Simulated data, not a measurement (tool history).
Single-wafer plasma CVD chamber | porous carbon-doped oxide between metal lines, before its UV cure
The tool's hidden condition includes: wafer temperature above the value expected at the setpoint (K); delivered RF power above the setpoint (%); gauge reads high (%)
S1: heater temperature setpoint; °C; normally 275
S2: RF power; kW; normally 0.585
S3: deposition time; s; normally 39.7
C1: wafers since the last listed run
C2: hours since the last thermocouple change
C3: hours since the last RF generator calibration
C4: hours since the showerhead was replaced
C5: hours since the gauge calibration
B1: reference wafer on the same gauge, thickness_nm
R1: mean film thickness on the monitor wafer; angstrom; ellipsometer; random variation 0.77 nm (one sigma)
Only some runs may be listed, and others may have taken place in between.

| run | hour | S1 | S2 | S3 | C1 | C2 | C3 | C4 | C5 | B1 | R1 |
|---|---|---|---|---|---|---|---|---|---|---|---|
| 1 | 0 | 275 | 0.635 | 39.7 | 0 | 2428.5 | 360.6 | 6522.9 | 339.7 | 248.949 | 3025.81 |
| 2 | 73.9 | 271 | 0.585 | 39.7 | 909 | 2502.4 | 434.5 | 6596.8 | 413.6 | 248.718 | 2914.93 |
| 3 | 171.5 | 275 | 0.585 | 39.7 | 1201 | 2600 | 532.1 | 6694.4 | 511.2 | 248.994 | 2842.43 |
| 4 | 248.1 | 275 | 0.585 | 39.7 | 942 | 2676.6 | 608.7 | 6771 | 587.8 | 249.138 | 2832.88 |
|  | 331 | showerhead replaced |
| 5 | 331.5 | 275 | 0.585 | 39.7 | 928 | 2760 | 692.1 | 0.5 | 671.2 | 248.99 | 2822.14 |
| 6 | 406.2 | 275 | 0.585 | 39.7 | 919 | 2834.7 | 766.8 | 75.2 | 745.9 | 248.944 | 2800.02 |
| 7 | 510.2 | 275 | 0.585 | 39.7 | 1280 | 2938.7 | 870.8 | 179.2 | 849.9 | 248.676 | 2792.69 |
| 8 | 567.3 | 275 | 0.585 | 39.7 | 702 | 2995.8 | 927.9 | 236.3 | 907 | 248.851 | 2791.43 |
|  | 588.4 | RF generator calibrated |
| 9 | 604.1 | 281 | 0.485 | 39.7 | 354 | 3032.6 | 15.7 | 273.1 | 943.8 | 248.763 | 2420.17 |

Run 10, settings as shown, results not yet in. Your forecast:
|  | 633.2 | gauge calibrated |
|  | 696.7 | thermocouple changed; heater temperature recalibrated |
| 10 | 697.2 | 275 | 0.585 | 39.7 | 1047 | 0.5 | 108.8 | 366.2 | 64 | ? | ? |

B1: 249.212
R1: 2962.82 angstrom
On a tool with no hidden condition, and with the same random variation, this run would have come out at R1 2965.32 angstrom.
